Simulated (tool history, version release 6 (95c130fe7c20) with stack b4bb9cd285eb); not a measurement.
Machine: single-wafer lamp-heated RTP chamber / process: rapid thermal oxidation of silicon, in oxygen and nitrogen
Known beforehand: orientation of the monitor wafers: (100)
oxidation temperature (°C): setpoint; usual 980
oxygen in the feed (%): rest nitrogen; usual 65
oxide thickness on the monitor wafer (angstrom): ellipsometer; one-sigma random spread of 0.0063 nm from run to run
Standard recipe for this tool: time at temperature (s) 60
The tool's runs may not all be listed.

| run | day | oxidation temperature (°C) | time at temperature (s) | oxygen in the feed (%) | wafers since the last listed run | wafers since the last pyrometer calibration | hours since the oxygen flow controller was replaced | hours since the gauge calibration | read-back reference wafer on the same gauge, thickness | oxide thickness on the monitor wafer (angstrom) |
|---|---|---|---|---|---|---|---|---|---|---|
| 1 | 0 | 973 | 60 | 47 | 0 | 2051 | 1750 | 66.4 | 4.159 | 36.32 |
| 2 | 0.683 | 980 | 60 | 65 | 139 | 2191 | 1766.4 | 82.8 | 4.16 | 42.09 |
| 3 | 1.117 | 980 | 60 | 65 | 88 | 2279 | 1776.8 | 93.2 | 4.159 | 42.25 |
| 4 | 1.454 | 980 | 60 | 65 | 69 | 2348 | 1784.9 | 101.3 | 4.16 | 42.14 |
| 5 | 2.046 | 980 | 60 | 65 | 121 | 2470 | 1799.1 | 115.5 | 4.161 | 42.19 |
| 6 | 2.35 | 980 | 60 | 65 | 62 | 2532 | 1806.4 | 122.8 | 4.162 | 42.15 |
| 7 | 3.05 | 980 | 60 | 41 | 143 | 2675 | 1823.2 | 139.6 | 4.16 | 36.66 |
|  | 3.25 | gauge calibrated |
| 8 | 3.454 | 980 | 60 | 41 | 82 | 2758 | 1832.9 | 4.9 | 4.162 | 36.67 |
| 9 | 4.162 | 980 | 60 | 65 | 145 | 2903 | 1849.9 | 21.9 | 4.159 | 42.29 |
|  | 5.088 | oxygen flow controller replaced |
| 10 | 5.108 | 980 | 40 | 65 | 125 | 3029 | 0.5 | 44.6 | 4.16 | 36.02 |
|  | 6.954 | pyrometer window cleaned and pyrometer calibrated |
| 11 | 6.975 | 980 | 60 | 41 | 314 | 4 | 45.3 | 89.4 | 4.16 | 36.36 |
| 12 | 7.367 | 980 | 60 | 77 | 80 | 84 | 54.7 | 98.8 | 4.159 | 44.09 |
| 13 | 7.662 | 996 | 60 | 65 | 60 | 145 | 61.8 | 105.9 | 4.158 | 46.73 |
| 14 | 8.317 | 980 | 32 | 65 | 133 | 279 | 77.5 | 121.6 | 4.158 | 32.71 |
| 15 | 9.004 | 970 | 89 | 83 | 140 | 420 | 94 | 138.1 | 4.159 | 49.92 |
| 16 | 9.567 | 980 | 60 | 65 | 115 | 535 | 107.5 | 151.6 | 4.161 | 41.89 |
| 17 | 9.904 | 980 | 60 | 65 | 69 | 604 | 115.6 | 159.7 | 4.16 | 41.95 |
| 18 | 10.388 | 995 | 60 | 65 | 98 | 703 | 127.2 | 171.3 | 4.157 | 46.55 |

Selected run-to-run steps in oxide thickness on the monitor wafer (angstrom), each split into two signed amounts: the part the tool would show with no hidden state at all (from settings, incoming material and random variation), and the remainder, which goes to the hidden state together with any gauge scatter not common to the measured and the hidden-state-free results:
What the log doesn't record here: true wafer temperature minus pyrometer reading, K; deviation of the oxygen flow from its setpoint, %; gauge reads high (%).
Run 10 -> 11: time at temperature (s) 40 -> 60, oxygen in the feed (%) 65 -> 41, pyrometer window cleaned and pyrometer calibrated. oxide thickness on the monitor wafer (angstrom) +0.34: hidden state -0.44, all else +0.78.
Run 14 -> 15: oxidation temperature (°C) 980 -> 970, time at temperature (s) 32 -> 89, oxygen in the feed (%) 65 -> 83. oxide thickness on the monitor wafer (angstrom) +17.21: hidden state +0.08, all else +17.13.
